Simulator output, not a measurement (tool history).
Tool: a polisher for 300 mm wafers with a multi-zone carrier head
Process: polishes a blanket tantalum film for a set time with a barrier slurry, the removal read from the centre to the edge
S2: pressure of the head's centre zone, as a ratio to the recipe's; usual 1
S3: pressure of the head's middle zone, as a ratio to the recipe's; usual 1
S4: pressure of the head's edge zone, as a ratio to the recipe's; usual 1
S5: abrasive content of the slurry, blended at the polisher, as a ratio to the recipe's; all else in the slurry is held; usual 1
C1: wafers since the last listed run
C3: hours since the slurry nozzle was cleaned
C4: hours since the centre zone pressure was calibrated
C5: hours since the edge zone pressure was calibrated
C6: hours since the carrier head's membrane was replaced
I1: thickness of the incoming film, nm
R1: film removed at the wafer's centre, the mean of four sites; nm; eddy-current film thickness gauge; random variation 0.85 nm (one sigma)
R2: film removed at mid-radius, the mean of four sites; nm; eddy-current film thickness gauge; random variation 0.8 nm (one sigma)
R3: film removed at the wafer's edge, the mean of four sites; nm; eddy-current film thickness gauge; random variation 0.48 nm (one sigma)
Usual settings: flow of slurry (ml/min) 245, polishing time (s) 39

Run 1, hour 0: usual settings but flow of slurry (ml/min) 310; C1 0; wafers polished on this pad 1251; C3 567.3; C4 516.5; C5 181.3; C6 773.3; I1 383.4. Result: R1 72.4 nm, R2 72 nm, R3 72.1 nm.
Run 2, hour 33.5: usual settings but S2 1.04, S3 0.96; C1 591; wafers polished on this pad 1842; C3 600.8; C4 550; C5 214.8; C6 806.8; I1 373.5. Result: R1 72.4 nm, R2 66.2 nm, R3 70.1 nm.
At hour 49.8: worn pad replaced by a new one.
Run 3, hour 57.2: usual settings but S2 1.04, S3 0.96; C1 347; wafers polished on this pad 130; C3 624.5; C4 573.7; C5 238.5; C6 830.5; I1 384.4. Result: R1 71.1 nm, R2 67.7 nm, R3 69.5 nm.
At hour 79.3: carrier head's membrane replaced by a new one.
Run 4, hour 79.8: usual settings but S2 1.04, S3 0.96; C1 310; wafers polished on this pad 441; C3 647.1; C4 596.3; C5 261.1; C6 0.5; I1 376.3. Result: R1 72.2 nm, R2 65.8 nm, R3 68.8 nm.
At hour 89.2: slurry nozzle cleaned.
Run 5, hour 95.3: usual settings but S4 1.03; C1 255; wafers polished on this pad 697; C3 6.1; C4 611.8; C5 276.6; C6 16; I1 386.8. Result: R1 73.4 nm, R2 71.8 nm, R3 73.5 nm.
Run 6, hour 109.3: usual settings; C1 247; wafers polished on this pad 944; C3 20.1; C4 625.8; C5 290.6; C6 30; I1 380.3. Result: R1 73.4 nm, R2 73.6 nm, R3 71.8 nm.
At hour 163.6: worn pad replaced by a new one.
Run 7, hour 182.4: usual settings; C1 1219; wafers polished on this pad 331; C3 93.2; C4 698.9; C5 363.7; C6 103.1; I1 388.2. Result: R1 73 nm, R2 72.8 nm, R3 73.1 nm.
Run 8, hour 194.9: usual settings; C1 220; wafers polished on this pad 552; C3 105.7; C4 711.4; C5 376.2; C6 115.6; I1 376.1. Result: R1 75.2 nm, R2 70.3 nm, R3 73 nm.
Run 9, hour 214: usual settings but S3 0.92, S5 0.75, polishing time (s) 45; C1 337; wafers polished on this pad 889; C3 124.8; C4 730.5; C5 395.3; C6 134.7; I1 385.4. Result: R1 77.4 nm, R2 70.3 nm, R3 75.7 nm.
Run 10, hour 228.2: usual settings but flow of slurry (ml/min) 220, S3 1.11; C1 250; wafers polished on this pad 1140; C3 139; C4 744.7; C5 409.5; C6 148.9; I1 376.2. Result: R1 72.9 nm, R2 76.6 nm, R3 71.2 nm.
Run 11, hour 248.1: usual settings but S2 0.9; C1 351; wafers polished on this pad 1491; C3 158.9; C4 764.6; C5 429.4; C6 168.8; I1 376.8. Result: R1 66.4 nm, R2 71.6 nm, R3 73.1 nm.
Run 12, hour 275.9: usual settings but flow of slurry (ml/min) 300, S2 1.04, S3 1.04; C1 490; wafers polished on this pad 1982; C3 186.7; C4 792.4; C5 457.2; C6 196.6; I1 388.2. Result: R1 76.4 nm, R2 74.9 nm, R3 72.4 nm.
At hour 287.4: worn pad replaced by a new one.
Run 13, hour 297.2: usual settings but S2 0.91, polishing time (s) 45; C1 305; wafers polished on this pad 172; C3 208; C4 813.7; C5 478.5; C6 217.9; I1 380.7. Result: R1 77.5 nm, R2 82.4 nm, R3 83.7 nm.
Run 14, hour 314.1: usual settings but S5 1.15; C1 298; wafers polished on this pad 470; C3 224.9; C4 830.6; C5 495.4; C6 234.8; I1 376.6. Result: R1 75.8 nm, R2 76.7 nm, R3 75.9 nm.
At hour 330.4: edge zone pressure recalibrated.
Run 15, hour 337.2: usual settings but S4 1.07; C1 372; wafers polished on this pad 843; C3 248; C4 853.7; C5 6.8; C6 257.9; I1 377.4. Result: R1 73.8 nm, R2 71.1 nm, R3 73.8 nm.
Run 16, hour 354.3: usual settings but S2 0.9; C1 301; wafers polished on this pad 1145; C3 265.1; C4 870.8; C5 23.9; C6 275; I1 379.9. Result: R1 66.5 nm, R2 72 nm, R3 72 nm.
Run 17, hour 372.1: usual settings but S4 1.04, polishing time (s) 30; C1 314; wafers polished on this pad 1459; C3 282.9; C4 888.6; C5 41.7; C6 292.8; I1 376.7. Result: R1 57 nm, R2 55.2 nm, R3 56.2 nm.
At hour 374.5: centre zone pressure recalibrated.
Run 18, hour 402: usual settings; C1 492; wafers polished on this pad 1951; C3 312.8; C4 27.5; C5 71.6; C6 322.7; I1 376.2. Result: R1 72.9 nm, R2 72.6 nm, R3 72.4 nm.
At hour 430.4: worn pad replaced by a new one.
Run 19, hour 496.6: usual settings but S2 1.12, S3 1.08, S4 1.09; C1 1599; wafers polished on this pad 1168; C3 407.4; C4 122.1; C5 166.2; C6 417.3; I1 380.5. Result: R1 80.6 nm, R2 75.5 nm, R3 74.4 nm.
Run 20, hour 511.5: usual settings but flow of slurry (ml/min) 215, S2 1.07, S3 0.93, S4 0.91; C1 263; wafers polished on this pad 1431; C3 422.3; C4 137; C5 181.1; C6 432.2; I1 378.3. Result: R1 76.8 nm, R2 65.7 nm, R3 68.2 nm.
Run 21, hour 537.6: usual settings but S2 0.96, S5 0.85; C1 460; wafers polished on this pad 1891; C3 448.4; C4 163.1; C5 207.2; C6 458.3; I1 378.4. Result: R1 67.2 nm, R2 68.8 nm, R3 67.7 nm.

5 ways to go on from here, each from the tool as it stands after run 21. What would each give?
Run A, hour 538: usual settings but flow of slurry (ml/min) 270; C1 7; wafers polished on this pad 1898; C3 448.8; C4 163.5; C5 207.6; C6 458.7; I1 382.8. Result: R1 ?, R2 ?, R3 ?.
Run B, hour 538: usual settings but S5 1.2, polishing time (s) 31; C1 7; wafers polished on this pad 1898; C3 448.8; C4 163.5; C5 207.6; C6 458.7; I1 382.8. Result: R1 ?, R2 ?, R3 ?.
Run C, hour 538: usual settings but S2 1.09, S4 0.94, S5 0.85, polishing time (s) 33; C1 7; wafers polished on this pad 1898; C3 448.8; C4 163.5; C5 207.6; C6 458.7; I1 382.8. Result: R1 ?, R2 ?, R3 ?.
Run D, hour 538: usual settings but flow of slurry (ml/min) 275, S2 1.07, S4 0.97, polishing time (s) 50; C1 7; wafers polished on this pad 1898; C3 448.8; C4 163.5; C5 207.6; C6 458.7; I1 382.8. Result: R1 ?, R2 ?, R3 ?.
Run E, hour 538: usual settings but flow of slurry (ml/min) 185, S4 0.97; C1 7; wafers polished on this pad 1898; C3 448.8; C4 163.5; C5 207.6; C6 458.7; I1 382.8. Result: R1 ?, R2 ?, R3 ?.

run    R1    R2    R3
  A  71.8  72.6  71.5
  B  59.5  60.2  59.4
  C  61.6  57.7  55.8
  D    98  93.2  90.9
  E  68.7  69.8  68.7
Without the tool's hidden state the same runs would have given:
run     R1    R2    R3
  A   73.4    74  72.6
  B   60.9  61.4  60.4
  C   63.1  58.9  56.7
  D  100.2    95  92.2
  E   70.7  71.6    70
